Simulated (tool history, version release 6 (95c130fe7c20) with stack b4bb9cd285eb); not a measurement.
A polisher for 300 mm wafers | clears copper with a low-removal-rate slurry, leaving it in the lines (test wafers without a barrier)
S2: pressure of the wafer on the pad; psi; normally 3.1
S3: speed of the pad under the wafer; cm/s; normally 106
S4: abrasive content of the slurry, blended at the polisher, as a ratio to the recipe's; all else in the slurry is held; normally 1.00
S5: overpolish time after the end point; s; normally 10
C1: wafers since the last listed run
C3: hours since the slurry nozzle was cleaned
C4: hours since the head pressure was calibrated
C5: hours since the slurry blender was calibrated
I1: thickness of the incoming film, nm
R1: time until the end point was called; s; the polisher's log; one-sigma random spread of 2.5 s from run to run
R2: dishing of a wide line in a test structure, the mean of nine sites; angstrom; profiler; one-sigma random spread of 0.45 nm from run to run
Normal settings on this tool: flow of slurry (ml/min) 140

run 1 hour=0.0 | flow_of_slurry_(ml/min)=140 S2=3.1 S3=106 S4=1.00 S5=10 | C1=0 wafers_polished_on_this_pad=608 C3=469.6 C4=531.3 C5=118.7 | I1=473.0 | R1=167.3 R2=199
-- hour=94.6 head pressure recalibrated
-- hour=240.0 slurry nozzle cleaned
run 2 hour=309.4 | flow_of_slurry_(ml/min)=140 S2=3.1 S3=106 S4=1.10 S5=10 | C1=1639 wafers_polished_on_this_pad=2247 C3=69.4 C4=214.8 C5=428.1 | I1=469.6 | R1=155.5 R2=234
run 3 hour=396.4 | flow_of_slurry_(ml/min)=140 S2=3.1 S3=106 S4=1.10 S5=10 | C1=465 wafers_polished_on_this_pad=2713 C3=156.4 C4=301.8 C5=515.1 | I1=473.2 | R1=153.0 R2=218
run 4 hour=502.4 | flow_of_slurry_(ml/min)=140 S2=3.1 S3=106 S4=0.80 S5=10 | C1=567 wafers_polished_on_this_pad=3280 C3=262.4 C4=407.8 C5=621.1 | I1=472.2 | R1=179.5 R2=198
-- hour=520.4 worn pad replaced by a new one
-- hour=544.4 slurry blender recalibrated
run 5 hour=564.6 | flow_of_slurry_(ml/min)=140 S2=3.1 S3=106 S4=0.80 S5=10 | C1=300 wafers_polished_on_this_pad=225 C3=324.6 C4=470.0 C5=20.2 | I1=476.0 | R1=184.0 R2=189
run 6 hour=653.9 | flow_of_slurry_(ml/min)=140 S2=3.1 S3=124 S4=1.00 S5=10 | C1=477 wafers_polished_on_this_pad=703 C3=413.9 C4=559.3 C5=109.5 | I1=480.5 | R1=147.0 R2=228
-- hour=673.5 head pressure recalibrated
run 7 hour=737.6 | flow_of_slurry_(ml/min)=140 S2=3.1 S3=124 S4=1.00 S5=10 | C1=437 wafers_polished_on_this_pad=1140 C3=497.6 C4=64.1 C5=193.2 | I1=475.9 | R1=135.0 R2=251
-- hour=1013.3 slurry nozzle cleaned
run 8 hour=1043.8 | flow_of_slurry_(ml/min)=110 S2=2.4 S3=106 S4=1.00 S5=10 | C1=1632 wafers_polished_on_this_pad=2773 C3=30.5 C4=370.3 C5=499.4 | I1=486.2 | R1=223.0 R2=153
run 9 hour=1106.3 | flow_of_slurry_(ml/min)=110 S2=2.4 S3=106 S4=1.00 S5=10 | C1=334 wafers_polished_on_this_pad=3107 C3=93.0 C4=432.8 C5=561.9 | I1=473.7 | R1=232.0 R2=160
-- hour=1116.8 worn pad replaced by a new one
run 10 hour=1154.6 | flow_of_slurry_(ml/min)=110 S2=2.4 S3=106 S4=1.00 S5=10 | C1=237 wafers_polished_on_this_pad=202 C3=141.3 C4=481.1 C5=610.2 | I1=472.5 | R1=228.8 R2=158
-- hour=1253.7 slurry blender recalibrated
-- hour=1385.6 head pressure recalibrated
run 11 hour=1427.8 | flow_of_slurry_(ml/min)=140 S2=3.9 S3=136 S4=1.30 S5=8 | C1=1440 wafers_polished_on_this_pad=1642 C3=414.5 C4=42.2 C5=174.1 | I1=477.5 | R1=91.6 R2=302
run 12 hour=1505.6 | flow_of_slurry_(ml/min)=110 S2=3.1 S3=106 S4=1.30 S5=10 | C1=416 wafers_polished_on_this_pad=2058 C3=492.3 C4=120.0 C5=251.9 | I1=472.0 | R1=151.5 R2=226
run 13 hour=1612.6 | flow_of_slurry_(ml/min)=140 S2=3.1 S3=86 S4=0.75 S5=12 | C1=572 wafers_polished_on_this_pad=2631 C3=599.3 C4=227.0 C5=358.9 | I1=477.2 | R1=213.9 R2=188
run 14 hour=1716.6 | flow_of_slurry_(ml/min)=140 S2=3.1 S3=106 S4=0.85 S5=15 | C1=556 wafers_polished_on_this_pad=3187 C3=703.3 C4=331.0 C5=462.9 | I1=468.6 | R1=167.9 R2=292
-- hour=1801.5 worn pad replaced by a new one
-- hour=1824.0 slurry nozzle cleaned
run 15 hour=1824.5 | flow_of_slurry_(ml/min)=140 S2=3.1 S3=106 S4=1.00 S5=10 | C1=550 wafers_polished_on_this_pad=117 C3=0.5 C4=438.9 C5=570.8 | I1=477.7 | R1=164.9 R2=209
run 16 hour=1874.3 | flow_of_slurry_(ml/min)=155 S2=3.9 S3=106 S4=0.85 S5=6 | C1=266 wafers_polished_on_this_pad=383 C3=50.3 C4=488.7 C5=620.6 | I1=472.5 | R1=143.4 R2=155
run 17 hour=1939.5 | flow_of_slurry_(ml/min)=120 S2=3.1 S3=130 S4=1.00 S5=10 | C1=348 wafers_polished_on_this_pad=732 C3=115.5 C4=553.9 C5=685.8 | I1=471.8 | R1=142.5 R2=231
-- hour=1980.3 slurry blender recalibrated
run 18 hour=2028.2 | flow_of_slurry_(ml/min)=140 S2=3.1 S3=106 S4=1.00 S5=10 | C1=463 wafers_polished_on_this_pad=1196 C3=204.2 C4=642.6 C5=47.9 | I1=471.0 | R1=177.3 R2=196
run 19 hour=2091.9 | flow_of_slurry_(ml/min)=140 S2=2.6 S3=106 S4=0.80 S5=14 | C1=340 wafers_polished_on_this_pad=1537 C3=267.9 C4=706.3 C5=111.6 | I1=472.9 | R1=236.6 R2=198
-- hour=2095.9 head pressure recalibrated
run 20 hour=2155.0 | flow_of_slurry_(ml/min)=140 S2=2.5 S3=86 S4=0.85 S5=12 | C1=326 wafers_polished_on_this_pad=1864 C3=331.0 C4=59.1 C5=174.7 | I1=477.0 | R1=260.6 R2=164
run 21 hour=2238.6 | flow_of_slurry_(ml/min)=140 S2=3.1 S3=106 S4=1.00 S5=10 | C1=447 wafers_polished_on_this_pad=2311 C3=414.6 C4=142.7 C5=258.3 | I1=474.2 | R1=157.2 R2=218
run 22 hour=2331.6 | flow_of_slurry_(ml/min)=140 S2=3.1 S3=106 S4=1.00 S5=10 | C1=497 wafers_polished_on_this_pad=2809 C3=507.6 C4=235.7 C5=351.3 | I1=484.8 | R1=156.6 R2=215
run 23 hour=2435.4 | flow_of_slurry_(ml/min)=140 S2=3.1 S3=106 S4=1.10 S5=10 | C1=555 wafers_polished_on_this_pad=3364 C3=611.4 C4=339.5 C5=455.1 | I1=484.4 | R1=155.6 R2=212
-- hour=2440.7 slurry nozzle cleaned
-- hour=2502.4 worn pad replaced by a new one
run 24 hour=2541.1 | flow_of_slurry_(ml/min)=140 S2=3.1 S3=122 S4=1.15 S5=14 | C1=538 wafers_polished_on_this_pad=206 C3=100.4 C4=445.2 C5=560.8 | I1=466.3 | R1=133.2 R2=331
-- hour=2608.3 slurry blender recalibrated
run 25 hour=2641.3 | flow_of_slurry_(ml/min)=140 S2=2.3 S3=126 S4=1.10 S5=8 | C1=525 wafers_polished_on_this_pad=732 C3=200.6 C4=545.4 C5=33.0 | I1=469.8 | R1=182.1 R2=153
-- hour=2657.7 head pressure recalibrated
run 26 hour=2679.4 | flow_of_slurry_(ml/min)=110 S2=3.1 S3=106 S4=1.30 S5=10 | C1=193 wafers_polished_on_this_pad=925 C3=238.7 C4=21.7 C5=71.1 | I1=470.4 | R1=149.7 R2=223
run 27 hour=2768.7 | flow_of_slurry_(ml/min)=120 S2=3.1 S3=82 S4=1.00 S5=10 | C1=477 wafers_polished_on_this_pad=1403 C3=328.0 C4=111.0 C5=160.4 | I1=473.9 | R1=210.8 R2=170

Each row is a separate what-if for the run after 27, all from the same tool condition, not one after another. Results?
run A hour=2769.2 | flow_of_slurry_(ml/min)=140 S2=3.1 S3=106 S4=1.00 S5=10 | C1=2 wafers_polished_on_this_pad=1405 C3=328.5 C4=111.5 C5=160.9 | I1=479.2 | R1=? R2=?
run B hour=2769.2 | flow_of_slurry_(ml/min)=140 S2=2.3 S3=106 S4=1.30 S5=14 | C1=2 wafers_polished_on_this_pad=1405 C3=328.5 C4=111.5 C5=160.9 | I1=479.2 | R1=? R2=?
run C hour=2769.2 | flow_of_slurry_(ml/min)=140 S2=2.6 S3=106 S4=0.90 S5=10 | C1=2 wafers_polished_on_this_pad=1405 C3=328.5 C4=111.5 C5=160.9 | I1=479.2 | R1=? R2=?
run D hour=2769.2 | flow_of_slurry_(ml/min)=140 S2=3.1 S3=122 S4=1.00 S5=10 | C1=2 wafers_polished_on_this_pad=1405 C3=328.5 C4=111.5 C5=160.9 | I1=479.2 | R1=? R2=?
run E hour=2769.2 | flow_of_slurry_(ml/min)=140 S2=2.5 S3=96 S4=1.25 S5=10 | C1=2 wafers_polished_on_this_pad=1405 C3=328.5 C4=111.5 C5=160.9 | I1=479.2 | R1=? R2=?

run=A R1=160.9 R2=214
run=B R1=198.1 R2=238
run=C R1=199.6 R2=175
run=D R1=139.8 R2=242
run=E R1=203.9 R2=171
The same runs, with their run-to-run variation unchanged, on a tool lacking any hidden condition would have given:
run=A R1=159.2 R2=216
run=B R1=196.1 R2=240
run=C R1=197.5 R2=177
run=D R1=138.4 R2=245
run=E R1=201.8 R2=173
